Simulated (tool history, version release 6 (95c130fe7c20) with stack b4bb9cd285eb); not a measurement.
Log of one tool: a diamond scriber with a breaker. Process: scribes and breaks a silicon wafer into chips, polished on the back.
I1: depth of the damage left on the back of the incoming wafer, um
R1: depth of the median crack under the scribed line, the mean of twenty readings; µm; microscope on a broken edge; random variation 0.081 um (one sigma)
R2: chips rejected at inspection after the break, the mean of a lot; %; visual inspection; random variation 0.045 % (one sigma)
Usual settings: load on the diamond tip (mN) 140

{"run": 1, "day": 0.0, "load on the diamond tip (mN)": 166, "I1": 0.02, "R1": 11.82, "R2": 0.77}
{"run": 2, "day": 0.488, "load on the diamond tip (mN)": 166, "I1": 0.02, "R1": 12.05, "R2": 0.65}
{"run": 3, "day": 1.104, "load on the diamond tip (mN)": 166, "I1": 0.02, "R1": 12.02, "R2": 0.73}
{"run": 4, "day": 1.462, "load on the diamond tip (mN)": 140, "I1": 0.03, "R1": 10.79, "R2": 4.05}
{"run": 5, "day": 2.212, "load on the diamond tip (mN)": 112, "I1": 0.02, "R1": 9.49, "R2": 11.6}
{"run": 6, "day": 2.638, "load on the diamond tip (mN)": 112, "I1": 0.05, "R1": 9.54, "R2": 12.79}
{"run": 7, "day": 2.904, "load on the diamond tip (mN)": 112, "I1": 0.01, "R1": 9.52, "R2": 11.93}
{"run": 8, "day": 3.262, "load on the diamond tip (mN)": 110, "I1": 0.02, "R1": 9.35, "R2": 12.56}
{"run": 9, "day": 3.638, "load on the diamond tip (mN)": 110, "I1": 0.02, "R1": 9.42, "R2": 11.57}
{"run": 10, "day": 4.662, "load on the diamond tip (mN)": 110, "I1": 0.02, "R1": 9.54, "R2": 11.68}
{"run": 11, "day": 4.921, "load on the diamond tip (mN)": 140, "I1": 0.04, "R1": 10.84, "R2": 3.14}
{"day": 5.288, "done": "diamond tip replaced by a new one"}
{"run": 12, "day": 5.567, "load on the diamond tip (mN)": 140, "I1": 0.05, "R1": 12.93, "R2": 1.23}
{"run": 13, "day": 5.85, "load on the diamond tip (mN)": 140, "I1": 0.04, "R1": 12.92, "R2": 1.09}
{"run": 14, "day": 6.317, "load on the diamond tip (mN)": 140, "I1": 0.04, "R1": 12.81, "R2": 0.94}
{"run": 15, "day": 6.65, "load on the diamond tip (mN)": 122, "I1": 0.02, "R1": 11.8, "R2": 0.82}
{"run": 16, "day": 7.362, "load on the diamond tip (mN)": 140, "I1": 0.05, "R1": 12.75, "R2": 0.88}
{"run": 17, "day": 8.05, "load on the diamond tip (mN)": 126, "I1": 0.02, "R1": 11.95, "R2": 0.77}
{"day": 8.496, "done": "load on the tip recalibrated"}
{"run": 18, "day": 8.592, "load on the diamond tip (mN)": 140, "I1": 0.01, "R1": 11.63, "R2": 0.89}
{"run": 19, "day": 9.112, "load on the diamond tip (mN)": 140, "I1": 0.04, "R1": 11.7, "R2": 0.94}
{"run": 20, "day": 9.821, "load on the diamond tip (mN)": 108, "I1": 0.02, "R1": 10.1, "R2": 7.25}
{"run": 21, "day": 10.412, "load on the diamond tip (mN)": 155, "I1": 0.04, "R1": 12.17, "R2": 0.69}
{"run": 22, "day": 10.8, "load on the diamond tip (mN)": 140, "I1": 0.04, "R1": 11.63, "R2": 1.18}
{"run": 23, "day": 11.221, "load on the diamond tip (mN)": 170, "I1": 0.02, "R1": 12.82, "R2": 1.06}
{"run": 24, "day": 11.758, "load on the diamond tip (mN)": 117, "I1": 0.02, "R1": 10.34, "R2": 5.81}
{"run": 25, "day": 12.262, "load on the diamond tip (mN)": 156, "I1": 0.03, "R1": 12.04, "R2": 0.64}
{"run": 26, "day": 12.888, "load on the diamond tip (mN)": 140, "I1": 0.01, "R1": 11.36, "R2": 1.47}
{"run": 27, "day": 13.592, "load on the diamond tip (mN)": 140, "I1": 0.02, "R1": 11.23, "R2": 1.89}
{"run": 28, "day": 15.625, "load on the diamond tip (mN)": 114, "I1": 0.01, "R1": 10.01, "R2": 8.61}
{"run": 29, "day": 16.05, "load on the diamond tip (mN)": 177, "I1": 0.02, "R1": 12.87, "R2": 1.05}

Forecast each of these 5 alternatives for the next run:
{"run": "A", "day": 16.079, "load on the diamond tip (mN)": 182, "I1": 0.02, "R1": "?", "R2": "?"}
{"run": "B", "day": 16.079, "load on the diamond tip (mN)": 179, "I1": 0.02, "R1": "?", "R2": "?"}
{"run": "C", "day": 16.079, "load on the diamond tip (mN)": 129, "I1": 0.02, "R1": "?", "R2": "?"}
{"run": "D", "day": 16.079, "load on the diamond tip (mN)": 119, "I1": 0.02, "R1": "?", "R2": "?"}
{"run": "E", "day": 16.079, "load on the diamond tip (mN)": 174, "I1": 0.02, "R1": "?", "R2": "?"}

run=A R1=13.11 R2=1.45
run=B R1=12.98 R2=1.22
run=C R1=10.68 R2=4.59
run=D R1=10.19 R2=7.53
run=E R1=12.76 R2=0.91
Without the tool's hidden state the same runs would have given:
run=A R1=14.4 R2=5.45
run=B R1=14.26 R2=4.87
run=C R1=11.73 R2=1.12
run=D R1=11.19 R2=2.44
run=E R1=14.02 R2=3.96
